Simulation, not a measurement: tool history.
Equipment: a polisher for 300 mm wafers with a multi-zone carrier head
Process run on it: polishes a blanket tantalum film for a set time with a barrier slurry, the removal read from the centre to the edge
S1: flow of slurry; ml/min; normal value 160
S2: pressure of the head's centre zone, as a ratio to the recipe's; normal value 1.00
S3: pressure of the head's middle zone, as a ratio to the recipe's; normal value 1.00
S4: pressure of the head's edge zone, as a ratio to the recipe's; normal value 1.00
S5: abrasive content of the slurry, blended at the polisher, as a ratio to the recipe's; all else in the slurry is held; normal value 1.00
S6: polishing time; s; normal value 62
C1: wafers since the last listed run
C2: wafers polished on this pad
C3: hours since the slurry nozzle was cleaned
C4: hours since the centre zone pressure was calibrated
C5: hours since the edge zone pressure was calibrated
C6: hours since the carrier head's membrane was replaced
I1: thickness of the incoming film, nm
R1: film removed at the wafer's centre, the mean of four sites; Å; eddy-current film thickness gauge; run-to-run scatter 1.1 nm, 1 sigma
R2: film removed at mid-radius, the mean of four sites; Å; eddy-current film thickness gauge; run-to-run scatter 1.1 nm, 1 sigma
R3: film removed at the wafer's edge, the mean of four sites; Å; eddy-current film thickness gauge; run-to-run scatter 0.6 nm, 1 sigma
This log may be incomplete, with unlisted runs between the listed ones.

{"run": 1, "day": 0.0, "S1": 160, "S2": 1.0, "S3": 1.0, "S4": 1.0, "S5": 1.0, "S6": 62, "C1": 0, "C2": 568, "C3": 16.6, "C4": 6.9, "C5": 0.5, "C6": 11.2, "I1": 262.0, "R1": 919, "R2": 906, "R3": 910}
{"run": 2, "day": 0.225, "S1": 160, "S2": 1.0, "S3": 1.0, "S4": 1.0, "S5": 1.0, "S6": 62, "C1": 43, "C2": 611, "C3": 22.0, "C4": 12.3, "C5": 5.9, "C6": 16.6, "I1": 263.1, "R1": 910, "R2": 906, "R3": 899}
{"run": 3, "day": 0.588, "S1": 160, "S2": 1.0, "S3": 1.0, "S4": 1.0, "S5": 1.0, "S6": 62, "C1": 69, "C2": 681, "C3": 30.7, "C4": 21.0, "C5": 14.6, "C6": 25.3, "I1": 263.1, "R1": 917, "R2": 897, "R3": 883}
{"run": 4, "day": 0.875, "S1": 160, "S2": 1.0, "S3": 1.0, "S4": 1.0, "S5": 1.0, "S6": 62, "C1": 55, "C2": 736, "C3": 37.6, "C4": 27.9, "C5": 21.5, "C6": 32.2, "I1": 255.2, "R1": 904, "R2": 898, "R3": 889}
{"run": 5, "day": 1.158, "S1": 160, "S2": 1.0, "S3": 1.0, "S4": 1.0, "S5": 1.0, "S6": 62, "C1": 54, "C2": 791, "C3": 44.4, "C4": 34.7, "C5": 28.3, "C6": 39.0, "I1": 258.9, "R1": 905, "R2": 887, "R3": 877}
{"run": 6, "day": 1.6, "S1": 160, "S2": 1.0, "S3": 1.0, "S4": 1.0, "S5": 1.0, "S6": 62, "C1": 84, "C2": 876, "C3": 55.0, "C4": 45.3, "C5": 38.9, "C6": 49.6, "I1": 257.8, "R1": 897, "R2": 867, "R3": 874}
{"run": 7, "day": 1.929, "S1": 160, "S2": 1.0, "S3": 1.0, "S4": 1.0, "S5": 1.25, "S6": 62, "C1": 63, "C2": 939, "C3": 62.9, "C4": 53.2, "C5": 46.8, "C6": 57.5, "I1": 260.6, "R1": 953, "R2": 949, "R3": 932}
{"run": 8, "day": 2.221, "S1": 160, "S2": 1.0, "S3": 1.0, "S4": 1.0, "S5": 1.25, "S6": 62, "C1": 56, "C2": 995, "C3": 69.9, "C4": 60.2, "C5": 53.8, "C6": 64.5, "I1": 259.4, "R1": 940, "R2": 936, "R3": 930}
{"day": 2.617, "done": "worn pad replaced by a new one"}
{"run": 9, "day": 2.804, "S1": 160, "S2": 0.88, "S3": 1.0, "S4": 1.0, "S5": 1.0, "S6": 55, "C1": 80, "C2": 36, "C3": 83.9, "C4": 74.2, "C5": 67.8, "C6": 78.5, "I1": 260.4, "R1": 724, "R2": 823, "R3": 811}
{"run": 10, "day": 3.133, "S1": 130, "S2": 1.0, "S3": 1.0, "S4": 1.0, "S5": 1.0, "S6": 75, "C1": 63, "C2": 99, "C3": 91.8, "C4": 82.1, "C5": 75.7, "C6": 86.4, "I1": 262.7, "R1": 1046, "R2": 1048, "R3": 1060}
{"run": 11, "day": 3.5, "S1": 160, "S2": 1.0, "S3": 1.0, "S4": 1.0, "S5": 1.15, "S6": 62, "C1": 70, "C2": 169, "C3": 100.6, "C4": 90.9, "C5": 84.5, "C6": 95.2, "I1": 262.6, "R1": 944, "R2": 939, "R3": 946}
{"run": 12, "day": 3.788, "S1": 160, "S2": 1.0, "S3": 1.0, "S4": 0.93, "S5": 1.0, "S6": 62, "C1": 55, "C2": 225, "C3": 107.5, "C4": 97.8, "C5": 91.4, "C6": 102.1, "I1": 257.5, "R1": 914, "R2": 897, "R3": 866}
{"run": 13, "day": 4.262, "S1": 175, "S2": 1.0, "S3": 0.88, "S4": 1.08, "S5": 1.0, "S6": 49, "C1": 91, "C2": 316, "C3": 118.9, "C4": 109.2, "C5": 102.8, "C6": 113.5, "I1": 259.9, "R1": 733, "R2": 656, "R3": 731}
{"run": 14, "day": 4.975, "S1": 160, "S2": 1.0, "S3": 1.0, "S4": 1.0, "S5": 1.0, "S6": 62, "C1": 137, "C2": 453, "C3": 136.0, "C4": 126.3, "C5": 119.9, "C6": 130.6, "I1": 260.7, "R1": 875, "R2": 877, "R3": 870}
{"run": 15, "day": 5.375, "S1": 160, "S2": 1.04, "S3": 1.0, "S4": 0.92, "S5": 0.8, "S6": 79, "C1": 76, "C2": 530, "C3": 145.6, "C4": 135.9, "C5": 129.5, "C6": 140.2, "I1": 256.2, "R1": 1071, "R2": 1030, "R3": 989}
{"run": 16, "day": 5.746, "S1": 135, "S2": 1.0, "S3": 1.0, "S4": 1.0, "S5": 1.0, "S6": 62, "C1": 71, "C2": 602, "C3": 154.5, "C4": 144.8, "C5": 138.4, "C6": 149.1, "I1": 257.0, "R1": 814, "R2": 837, "R3": 833}
{"run": 17, "day": 6.188, "S1": 135, "S2": 1.0, "S3": 1.0, "S4": 1.0, "S5": 1.0, "S6": 62, "C1": 84, "C2": 686, "C3": 165.1, "C4": 155.4, "C5": 149.0, "C6": 159.7, "I1": 257.2, "R1": 813, "R2": 837, "R3": 833}
{"run": 18, "day": 6.488, "S1": 160, "S2": 1.05, "S3": 1.0, "S4": 1.0, "S5": 1.0, "S6": 62, "C1": 57, "C2": 744, "C3": 172.3, "C4": 162.6, "C5": 156.2, "C6": 166.9, "I1": 264.2, "R1": 888, "R2": 845, "R3": 844}
{"run": 19, "day": 6.842, "S1": 205, "S2": 1.0, "S3": 1.0, "S4": 1.0, "S5": 1.0, "S6": 62, "C1": 68, "C2": 812, "C3": 180.8, "C4": 171.1, "C5": 164.7, "C6": 175.4, "I1": 258.7, "R1": 904, "R2": 889, "R3": 879}
{"run": 20, "day": 7.112, "S1": 160, "S2": 1.0, "S3": 1.0, "S4": 1.0, "S5": 1.0, "S6": 62, "C1": 52, "C2": 864, "C3": 187.3, "C4": 177.6, "C5": 171.2, "C6": 181.9, "I1": 255.6, "R1": 832, "R2": 831, "R3": 835}
{"run": 21, "day": 7.458, "S1": 160, "S2": 1.0, "S3": 1.0, "S4": 1.0, "S5": 1.0, "S6": 62, "C1": 66, "C2": 931, "C3": 195.6, "C4": 185.9, "C5": 179.5, "C6": 190.2, "I1": 259.9, "R1": 834, "R2": 835, "R3": 828}
{"run": 22, "day": 7.758, "S1": 160, "S2": 1.0, "S3": 0.93, "S4": 1.0, "S5": 1.0, "S6": 62, "C1": 57, "C2": 989, "C3": 202.8, "C4": 193.1, "C5": 186.7, "C6": 197.4, "I1": 263.0, "R1": 820, "R2": 787, "R3": 822}
{"run": 23, "day": 8.333, "S1": 160, "S2": 1.0, "S3": 1.11, "S4": 1.0, "S5": 1.0, "S6": 62, "C1": 110, "C2": 1099, "C3": 216.6, "C4": 206.9, "C5": 200.5, "C6": 211.2, "I1": 261.6, "R1": 805, "R2": 914, "R3": 819}

Each row is a separate what-if for the run after 23, all from the same tool condition, not one after another. Results?
{"run": "A", "day": 8.35, "S1": 160, "S2": 1.0, "S3": 1.0, "S4": 1.0, "S5": 1.0, "S6": 81, "C1": 3, "C2": 1103, "C3": 217.0, "C4": 207.3, "C5": 200.9, "C6": 211.6, "I1": 259.7, "R1": "?", "R2": "?", "R3": "?"}
{"run": "B", "day": 8.35, "S1": 160, "S2": 1.07, "S3": 1.0, "S4": 1.0, "S5": 1.0, "S6": 62, "C1": 3, "C2": 1103, "C3": 217.0, "C4": 207.3, "C5": 200.9, "C6": 211.6, "I1": 259.7, "R1": "?", "R2": "?", "R3": "?"}
{"run": "C", "day": 8.35, "S1": 160, "S2": 0.96, "S3": 0.9, "S4": 0.92, "S5": 1.0, "S6": 62, "C1": 3, "C2": 1103, "C3": 217.0, "C4": 207.3, "C5": 200.9, "C6": 211.6, "I1": 259.7, "R1": "?", "R2": "?", "R3": "?"}

run=A R1=1075 R2=1071 R3=1065
run=B R1=881 R2=820 R3=815
run=C R1=789 R2=751 R3=785
What these runs would have given with no unlogged condition in the tool:
run=A R1=1284 R2=1269 R3=1240
run=B R1=1052 R2=971 R3=949
run=C R1=943 R2=890 R3=914
